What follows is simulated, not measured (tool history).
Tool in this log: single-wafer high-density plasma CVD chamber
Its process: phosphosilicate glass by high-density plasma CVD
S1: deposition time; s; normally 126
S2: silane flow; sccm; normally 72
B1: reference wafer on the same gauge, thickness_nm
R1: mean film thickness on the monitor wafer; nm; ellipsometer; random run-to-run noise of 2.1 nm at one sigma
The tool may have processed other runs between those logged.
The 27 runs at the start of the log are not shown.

| run | hour | S1 | S2 | B1 | R1 |
|---|---|---|---|---|---|
| 28 | 2592.9 | 134 | 79 | 1008.178 | 1104.089 |
| 29 | 2656.3 | 137 | 62 | 1007.674 | 911.798 |
| 30 | 2720.8 | 126 | 62 | 1008.105 | 836.896 |
| 31 | 2785.4 | 126 | 72 | 1007.716 | 953.882 |
| 32 | 2836.7 | 101 | 81 | 1008.206 | 846.781 |
| 33 | 2908.3 | 126 | 72 | 1008.059 | 950.846 |
| 34 | 2985.3 | 139 | 83 | 1008.234 | 1187.219 |
| 35 | 3067.6 | 112 | 72 | 1007.788 | 846.75 |
| 36 | 3123.1 | 113 | 82 | 1007.523 | 952.362 |
|  | 3138.7 | gauge calibrated |
| 37 | 3411.9 | 119 | 63 | 1007.532 | 799.696 |

Branching from run 37: 4 alternative next runs. What would each branch give?
| A | 3412.3 | 126 | 72 | ? | ? |
| B | 3412.3 | 114 | 82 | ? | ? |
| C | 3412.3 | 126 | 64 | ? | ? |
| D | 3412.3 | 126 | 78 | ? | ? |

| run | B1 | R1 |
|---|---|---|
| A | 1007.957 | 948.887 |
| B | 1007.957 | 962.952 |
| C | 1007.957 | 856.545 |
| D | 1007.957 | 1018.144 |
Without the tool's hidden state the same runs would have given:
| run | R1 |
|---|---|
| A | 965.845 |
| B | 980.161 |
| C | 871.852 |
| D | 1036.34 |
